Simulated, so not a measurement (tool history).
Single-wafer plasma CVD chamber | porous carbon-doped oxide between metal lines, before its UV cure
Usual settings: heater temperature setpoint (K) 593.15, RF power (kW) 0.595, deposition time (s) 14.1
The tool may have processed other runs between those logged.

run,hour,heater temperature setpoint (K),RF power (kW),deposition time (s),wafers since the last listed run,hours since the last thermocouple change,hours since the last RF generator calibration,hours since the showerhead was replaced,hours since the gauge calibration,"read-back reference wafer on the same gauge, thickness_nm",mean film thickness on the monitor wafer (nm)
1,0.0,593.15,0.595,14.1,0,1113.9,1837.8,2887.7,154.2,90.412,80.562
2,41.8,593.15,0.500,14.1,1351,1155.7,1879.6,2929.5,196.0,90.395,72.964
3,106.6,593.15,0.595,14.1,2095,1220.5,1944.4,2994.3,260.8,90.465,80.845
4,168.0,593.15,0.595,14.1,1985,1281.9,2005.8,3055.7,322.2,90.367,80.566
5,237.6,593.15,0.595,14.1,2250,1351.5,2075.4,3125.3,391.8,90.423,80.231
6,305.6,593.15,0.595,14.1,2198,1419.5,2143.4,3193.3,459.8,90.388,80.457
7,376.5,593.15,0.595,14.1,2292,1490.4,2214.3,3264.2,530.7,90.399,80.234
8,443.2,593.15,0.595,15.8,2156,1557.1,2281.0,3330.9,597.4,90.323,89.928
9,469.6,593.15,0.595,15.8,853,1583.5,2307.4,3357.3,623.8,90.412,88.907
10,498.8,593.15,0.595,15.8,944,1612.7,2336.6,3386.5,653.0,90.395,89.228
11,554.6,606.15,0.595,12.4,1804,1668.5,2392.4,3442.3,708.8,90.388,65.561
12,588.4,583.15,0.655,15.7,1092,1702.3,2426.2,3476.1,742.6,90.288,100.669
13,624.5,593.15,0.595,14.1,1167,1738.4,2462.3,3512.2,778.7,90.437,79.934
# hour 655.7: RF generator calibrated
14,693.1,586.15,0.555,15.1,1959,1807.0,37.4,3580.8,847.3,90.423,89.419
# hour 721.1: showerhead replaced
15,721.6,593.15,0.480,14.1,662,1835.5,65.9,0.5,875.8,90.431,73.516
# hour 750.3: gauge calibrated
# hour 778.4: thermocouple changed; heater temperature recalibrated
16,778.9,581.15,0.595,16.4,1594,0.5,123.2,57.8,28.6,90.352,100.681

Expected results for the next run?
17,804.6,606.15,0.595,12.4,830,26.2,148.9,83.5,54.3,?,?

read-back reference wafer on the same gauge, thickness_nm: 90.499
mean film thickness on the monitor wafer (nm): 66.335
On a tool with no hidden condition, and with the same random variation, this run would have come out at mean film thickness on the monitor wafer (nm) 66.109.
